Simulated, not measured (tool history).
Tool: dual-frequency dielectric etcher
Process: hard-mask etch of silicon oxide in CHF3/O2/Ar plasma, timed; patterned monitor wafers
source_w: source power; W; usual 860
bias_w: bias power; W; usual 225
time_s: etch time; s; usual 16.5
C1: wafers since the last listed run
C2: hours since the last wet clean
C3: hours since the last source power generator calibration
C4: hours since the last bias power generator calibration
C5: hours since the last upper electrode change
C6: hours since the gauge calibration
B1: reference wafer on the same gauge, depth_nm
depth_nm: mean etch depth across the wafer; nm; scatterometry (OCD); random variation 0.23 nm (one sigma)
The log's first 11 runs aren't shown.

{"hour": 702.1, "done": "wet clean of the chamber"}
{"run": 12, "hour": 702.6, "source_w": 860, "bias_w": 225, "time_s": 16.5, "C1": 987, "C2": 0.5, "C3": 1594.5, "C4": 98, "C5": 2803, "C6": 783.8, "B1": 38.79, "depth_nm": 39.29}
{"hour": 749.5, "done": "upper electrode replaced"}
{"run": 13, "hour": 750.0, "source_w": 750, "bias_w": 178, "time_s": 15, "C1": 439, "C2": 47.9, "C3": 1641.9, "C4": 145.4, "C5": 0.5, "C6": 831.2, "B1": 38.75, "depth_nm": 31.91}
{"run": 14, "hour": 785.9, "source_w": 770, "bias_w": 196, "time_s": 18, "C1": 673, "C2": 83.8, "C3": 1677.8, "C4": 181.3, "C5": 36.4, "C6": 867.1, "B1": 38.7, "depth_nm": 39.74}
{"run": 15, "hour": 832.8, "source_w": 1030, "bias_w": 202, "time_s": 16.5, "C1": 880, "C2": 130.7, "C3": 1724.7, "C4": 228.2, "C5": 83.3, "C6": 914, "B1": 38.63, "depth_nm": 39.84}
{"run": 16, "hour": 887.9, "source_w": 730, "bias_w": 169, "time_s": 19, "C1": 1034, "C2": 185.8, "C3": 1779.8, "C4": 283.3, "C5": 138.4, "C6": 969.1, "B1": 38.59, "depth_nm": 39.34}
{"hour": 914.0, "done": "source power generator calibrated"}
{"run": 17, "hour": 959.8, "source_w": 860, "bias_w": 225, "time_s": 12.5, "C1": 1274, "C2": 257.7, "C3": 45.8, "C4": 355.2, "C5": 210.3, "C6": 1041, "B1": 38.44, "depth_nm": 29.53}
{"run": 18, "hour": 983.9, "source_w": 860, "bias_w": 225, "time_s": 16.5, "C1": 452, "C2": 281.8, "C3": 69.9, "C4": 379.3, "C5": 234.4, "C6": 1065.1, "B1": 38.43, "depth_nm": 39.07}
{"run": 19, "hour": 1045.6, "source_w": 960, "bias_w": 182, "time_s": 12, "C1": 1158, "C2": 343.5, "C3": 131.6, "C4": 441, "C5": 296.1, "C6": 1126.8, "B1": 38.36, "depth_nm": 27.05}
{"hour": 1156.0, "done": "gauge calibrated"}
{"run": 20, "hour": 1182.1, "source_w": 1080, "bias_w": 172, "time_s": 13, "C1": 2562, "C2": 480, "C3": 268.1, "C4": 577.5, "C5": 432.6, "C6": 26.1, "B1": 38.91, "depth_nm": 30.27}
{"run": 21, "hour": 1239.6, "source_w": 860, "bias_w": 225, "time_s": 16.5, "C1": 1079, "C2": 537.5, "C3": 325.6, "C4": 635, "C5": 490.1, "C6": 83.6, "B1": 38.87, "depth_nm": 39.44}
{"run": 22, "hour": 1279.8, "source_w": 860, "bias_w": 225, "time_s": 16.5, "C1": 754, "C2": 577.7, "C3": 365.8, "C4": 675.2, "C5": 530.3, "C6": 123.8, "B1": 38.79, "depth_nm": 38.85}
{"run": 23, "hour": 1321.3, "source_w": 730, "bias_w": 187, "time_s": 16.5, "C1": 778, "C2": 619.2, "C3": 407.3, "C4": 716.7, "C5": 571.8, "C6": 165.3, "B1": 38.79, "depth_nm": 35.68}
{"hour": 1422.9, "done": "wet clean of the chamber"}
{"run": 24, "hour": 1445.3, "source_w": 860, "bias_w": 225, "time_s": 16.5, "C1": 1877, "C2": 22.4, "C3": 531.3, "C4": 840.7, "C5": 695.8, "C6": 289.3, "B1": 38.73, "depth_nm": 38.94}
{"run": 25, "hour": 1578.1, "source_w": 860, "bias_w": 225, "time_s": 16.5, "C1": 2492, "C2": 155.2, "C3": 664.1, "C4": 973.5, "C5": 828.6, "C6": 422.1, "B1": 38.81, "depth_nm": 38.96}
{"run": 26, "hour": 1619.7, "source_w": 860, "bias_w": 225, "time_s": 16.5, "C1": 780, "C2": 196.8, "C3": 705.7, "C4": 1015.1, "C5": 870.2, "C6": 463.7, "B1": 38.77, "depth_nm": 39.22}
{"run": 27, "hour": 1643.7, "source_w": 930, "bias_w": 225, "time_s": 13.5, "C1": 450, "C2": 220.8, "C3": 729.7, "C4": 1039.1, "C5": 894.2, "C6": 487.7, "B1": 38.66, "depth_nm": 32.18}
{"run": 28, "hour": 1681.1, "source_w": 980, "bias_w": 263, "time_s": 16.5, "C1": 702, "C2": 258.2, "C3": 767.1, "C4": 1076.5, "C5": 931.6, "C6": 525.1, "B1": 38.74, "depth_nm": 42.01}
{"run": 29, "hour": 1709.9, "source_w": 990, "bias_w": 180, "time_s": 21.5, "C1": 540, "C2": 287, "C3": 795.9, "C4": 1105.3, "C5": 960.4, "C6": 553.9, "B1": 38.63, "depth_nm": 49.16}
{"run": 30, "hour": 1749.3, "source_w": 700, "bias_w": 225, "time_s": 16.5, "C1": 739, "C2": 326.4, "C3": 835.3, "C4": 1144.7, "C5": 999.8, "C6": 593.3, "B1": 38.67, "depth_nm": 36.94}

4 ways to go on from here, each from the tool as it stands after run 30. What would each give?
{"run": "A", "hour": 1749.7, "source_w": 860, "bias_w": 260, "time_s": 16.5, "C1": 7, "C2": 326.8, "C3": 835.7, "C4": 1145.1, "C5": 1000.2, "C6": 593.7, "B1": "?", "depth_nm": "?"}
{"run": "B", "hour": 1749.7, "source_w": 860, "bias_w": 225, "time_s": 20, "C1": 7, "C2": 326.8, "C3": 835.7, "C4": 1145.1, "C5": 1000.2, "C6": 593.7, "B1": "?", "depth_nm": "?"}
{"run": "C", "hour": 1749.7, "source_w": 780, "bias_w": 197, "time_s": 14, "C1": 7, "C2": 326.8, "C3": 835.7, "C4": 1145.1, "C5": 1000.2, "C6": 593.7, "B1": "?", "depth_nm": "?"}
{"run": "D", "hour": 1749.7, "source_w": 940, "bias_w": 277, "time_s": 12.5, "C1": 7, "C2": 326.8, "C3": 835.7, "C4": 1145.1, "C5": 1000.2, "C6": 593.7, "B1": "?", "depth_nm": "?"}

run=A B1=38.63 depth_nm=41.14
run=B B1=38.63 depth_nm=47.79
run=C B1=38.63 depth_nm=31.42
run=D B1=38.63 depth_nm=32.52
Without the tool's hidden state the same runs would have given:
run=A depth_nm=41.56
run=B depth_nm=48.27
run=C depth_nm=31.74
run=D depth_nm=32.85

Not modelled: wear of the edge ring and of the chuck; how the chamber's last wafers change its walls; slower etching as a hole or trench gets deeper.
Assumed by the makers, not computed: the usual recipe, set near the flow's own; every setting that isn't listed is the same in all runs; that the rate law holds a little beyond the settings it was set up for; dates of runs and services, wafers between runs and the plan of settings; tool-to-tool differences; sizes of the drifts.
